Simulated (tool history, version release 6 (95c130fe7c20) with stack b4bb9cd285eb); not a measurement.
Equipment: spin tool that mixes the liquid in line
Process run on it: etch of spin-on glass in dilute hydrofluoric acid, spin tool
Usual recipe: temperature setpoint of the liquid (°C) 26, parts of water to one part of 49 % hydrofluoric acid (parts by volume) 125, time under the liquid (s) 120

run   hour  temperature setpoint of the liquid (°C)  parts of water to one part of 49 % hydrofluoric acid (parts by volume)  time under the liquid (s)  read-back film thickness of the spin-on glass reference wafer, read on the same gauge (nm)  thickness taken off the spin-on glass on a monitor wafer (angstrom)
  1      0                                       26                                                                     125                        120                                                                                      148.36                                                                  386
  2   70.5                                       26                                                                     125                        120                                                                                       147.9                                                                385.3
  3  130.3                                       26                                                                     125                        120                                                                                      147.46                                                                382.5
  4  161.2                                       26                                                                     110                        170                                                                                      147.19                                                                625.4
  5  210.9                                       26                                                                     125                        120                                                                                       146.8                                                                381.1
     249.1  -- gauge calibrated
  6  282.3                                       26                                                                     125                        120                                                                                      150.18                                                                389.5
  7  335.2                                       26                                                                     125                        120                                                                                      150.16                                                                389.9
  8  362.5                                       26                                                                     125                        120                                                                                      150.11                                                                388.7
  9  421.8                                       24                                                                     125                        120                                                                                      149.99                                                                  363
 10  479.9                                       26                                                                     175                        145                                                                                      149.81                                                                316.2
 11  516.6                                       26                                                                     125                        120                                                                                      149.67                                                                  391
     535.8  -- thermometer replaced
 12  542.4                                       31                                                                     140                        120                                                                                      149.59                                                                408.4
 13  600.6                                       24                                                                      80                        165                                                                                      149.32                                                                816.2
     651.4  -- hydrofluoric acid flow meter replaced
 14  663.1                                       26                                                                      85                        145                                                                                      148.97                                                                722.1
 15  694.7                                       26                                                                     125                        120                                                                                      148.78                                                                384.4
 16    761                                       26                                                                      90                        180                                                                                      148.33                                                                  839
 17  814.8                                     23.5                                                                      70                         70                                                                                      147.91                                                                388.2

State the hidden condition of the tool at each of the runs:
liquid colder than its thermometer reads (K): 0 at every run
hydrofluoric acid flow above the setpoint (%): 0 at every run
H1: gauge reads high (%)
run        H1
  1     -1.09
  2     -1.39
  3     -1.69
  4     -1.86
  5     -2.14
  6     0.131
  7       0.1
  8    0.0744
  9  -0.00661
 10    -0.119
 11    -0.206
 12    -0.275
 13    -0.454
 14    -0.683
 15    -0.812
 16     -1.12
 17     -1.39
